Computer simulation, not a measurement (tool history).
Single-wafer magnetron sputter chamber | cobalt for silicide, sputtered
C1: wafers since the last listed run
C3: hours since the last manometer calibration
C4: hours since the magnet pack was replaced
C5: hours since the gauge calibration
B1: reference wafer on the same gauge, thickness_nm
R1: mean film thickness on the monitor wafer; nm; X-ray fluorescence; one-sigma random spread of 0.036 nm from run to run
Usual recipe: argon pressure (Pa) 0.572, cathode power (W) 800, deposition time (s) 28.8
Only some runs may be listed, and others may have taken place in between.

run 1 hour=0.0 | argon_pressure_(Pa)=0.572 cathode_power_(W)=800 deposition_time_(s)=32.5 | C1=0 wafers_on_the_sputter_target=3168 C3=2273.3 C4=8956.8 C5=237.7 | B1=10.351 | R1=11.400
-- hour=20.1 sputter target and shields replaced
run 2 hour=20.6 | argon_pressure_(Pa)=0.572 cathode_power_(W)=800 deposition_time_(s)=28.8 | C1=440 wafers_on_the_sputter_target=17 C3=2293.9 C4=8977.4 C5=258.3 | B1=10.332 | R1=10.004
run 3 hour=36.6 | argon_pressure_(Pa)=0.572 cathode_power_(W)=800 deposition_time_(s)=28.8 | C1=559 wafers_on_the_sputter_target=577 C3=2309.9 C4=8993.4 C5=274.3 | B1=10.326 | R1=10.037
run 4 hour=66.4 | argon_pressure_(Pa)=0.572 cathode_power_(W)=800 deposition_time_(s)=28.8 | C1=1042 wafers_on_the_sputter_target=1619 C3=2339.7 C4=9023.2 C5=304.1 | B1=10.310 | R1=10.028
run 5 hour=94.9 | argon_pressure_(Pa)=0.572 cathode_power_(W)=800 deposition_time_(s)=24.8 | C1=997 wafers_on_the_sputter_target=2617 C3=2368.2 C4=9051.7 C5=332.6 | B1=10.304 | R1=8.681
-- hour=118.7 sputter target and shields replaced
run 6 hour=119.2 | argon_pressure_(Pa)=0.572 cathode_power_(W)=800 deposition_time_(s)=24.8 | C1=570 wafers_on_the_sputter_target=19 C3=2392.5 C4=9076.0 C5=356.9 | B1=10.300 | R1=8.611
run 7 hour=143.0 | argon_pressure_(Pa)=0.572 cathode_power_(W)=800 deposition_time_(s)=24.8 | C1=832 wafers_on_the_sputter_target=851 C3=2416.3 C4=9099.8 C5=380.7 | B1=10.282 | R1=8.632
run 8 hour=159.1 | argon_pressure_(Pa)=0.572 cathode_power_(W)=750 deposition_time_(s)=28.8 | C1=563 wafers_on_the_sputter_target=1415 C3=2432.4 C4=9115.9 C5=396.8 | B1=10.263 | R1=9.482
run 9 hour=186.8 | argon_pressure_(Pa)=0.572 cathode_power_(W)=750 deposition_time_(s)=28.8 | C1=969 wafers_on_the_sputter_target=2384 C3=2460.1 C4=9143.6 C5=424.5 | B1=10.258 | R1=9.482
run 10 hour=209.4 | argon_pressure_(Pa)=0.572 cathode_power_(W)=750 deposition_time_(s)=28.8 | C1=790 wafers_on_the_sputter_target=3175 C3=2482.7 C4=9166.2 C5=447.1 | B1=10.259 | R1=9.472
-- hour=221.1 sputter target and shields replaced
run 11 hour=244.2 | argon_pressure_(Pa)=0.441 cathode_power_(W)=700 deposition_time_(s)=23.4 | C1=937 wafers_on_the_sputter_target=809 C3=2517.5 C4=9201.0 C5=481.9 | B1=10.245 | R1=7.578
run 12 hour=310.6 | argon_pressure_(Pa)=0.388 cathode_power_(W)=800 deposition_time_(s)=28.8 | C1=2323 wafers_on_the_sputter_target=3132 C3=2583.9 C4=9267.4 C5=548.3 | B1=10.213 | R1=10.725
-- hour=320.7 sputter target and shields replaced
-- hour=335.8 capacitance manometer re-zeroed and calibrated
run 13 hour=336.6 | argon_pressure_(Pa)=0.673 cathode_power_(W)=650 deposition_time_(s)=25.1 | C1=349 wafers_on_the_sputter_target=274 C3=0.8 C4=9293.4 C5=574.3 | B1=10.197 | R1=6.914
-- hour=361.6 magnet pack replaced
run 14 hour=363.3 | argon_pressure_(Pa)=0.704 cathode_power_(W)=800 deposition_time_(s)=34.2 | C1=654 wafers_on_the_sputter_target=929 C3=27.5 C4=1.7 C5=601.0 | B1=10.204 | R1=11.163
run 15 hour=398.1 | argon_pressure_(Pa)=0.705 cathode_power_(W)=950 deposition_time_(s)=30.3 | C1=1217 wafers_on_the_sputter_target=2146 C3=62.3 C4=36.5 C5=635.8 | B1=10.177 | R1=11.570
run 16 hour=413.8 | argon_pressure_(Pa)=0.350 cathode_power_(W)=750 deposition_time_(s)=32.6 | C1=549 wafers_on_the_sputter_target=2695 C3=78.0 C4=52.2 C5=651.5 | B1=10.155 | R1=11.571
-- hour=427.2 gauge calibrated
-- hour=430.3 sputter target and shields replaced
run 17 hour=440.3 | argon_pressure_(Pa)=0.572 cathode_power_(W)=800 deposition_time_(s)=28.8 | C1=647 wafers_on_the_sputter_target=348 C3=104.5 C4=78.7 C5=13.1 | B1=10.473 | R1=10.201
run 18 hour=472.8 | argon_pressure_(Pa)=0.572 cathode_power_(W)=800 deposition_time_(s)=30.8 | C1=1137 wafers_on_the_sputter_target=1485 C3=137.0 C4=111.2 C5=45.6 | B1=10.459 | R1=10.925
run 19 hour=492.1 | argon_pressure_(Pa)=0.572 cathode_power_(W)=800 deposition_time_(s)=28.8 | C1=675 wafers_on_the_sputter_target=2160 C3=156.3 C4=130.5 C5=64.9 | B1=10.443 | R1=10.190
run 20 hour=513.4 | argon_pressure_(Pa)=0.704 cathode_power_(W)=800 deposition_time_(s)=34.2 | C1=745 wafers_on_the_sputter_target=2906 C3=177.6 C4=151.8 C5=86.2 | B1=10.442 | R1=11.440
-- hour=532.4 sputter target and shields replaced
run 21 hour=544.4 | argon_pressure_(Pa)=0.572 cathode_power_(W)=800 deposition_time_(s)=28.8 | C1=804 wafers_on_the_sputter_target=418 C3=208.6 C4=182.8 C5=117.2 | B1=10.438 | R1=10.213

List, for all runs, the conditions of the tool that the log does not record:
deposition rate above that of a new target (%): 0 in every run
true argon pressure above the setpoint (%): 0 in every run
H1: gauge reads high (%)
run=1 H1=-1.52
run=2 H1=-1.6
run=3 H1=-1.66
run=4 H1=-1.78
run=5 H1=-1.9
run=6 H1=-1.99
run=7 H1=-2.09
run=8 H1=-2.15
run=9 H1=-2.26
run=10 H1=-2.35
run=11 H1=-2.49
run=12 H1=-2.76
run=13 H1=-2.86
run=14 H1=-2.97
run=15 H1=-3.11
run=16 H1=-3.17
run=17 H1=-0.204
run=18 H1=-0.334
run=19 H1=-0.411
run=20 H1=-0.496
run=21 H1=-0.62

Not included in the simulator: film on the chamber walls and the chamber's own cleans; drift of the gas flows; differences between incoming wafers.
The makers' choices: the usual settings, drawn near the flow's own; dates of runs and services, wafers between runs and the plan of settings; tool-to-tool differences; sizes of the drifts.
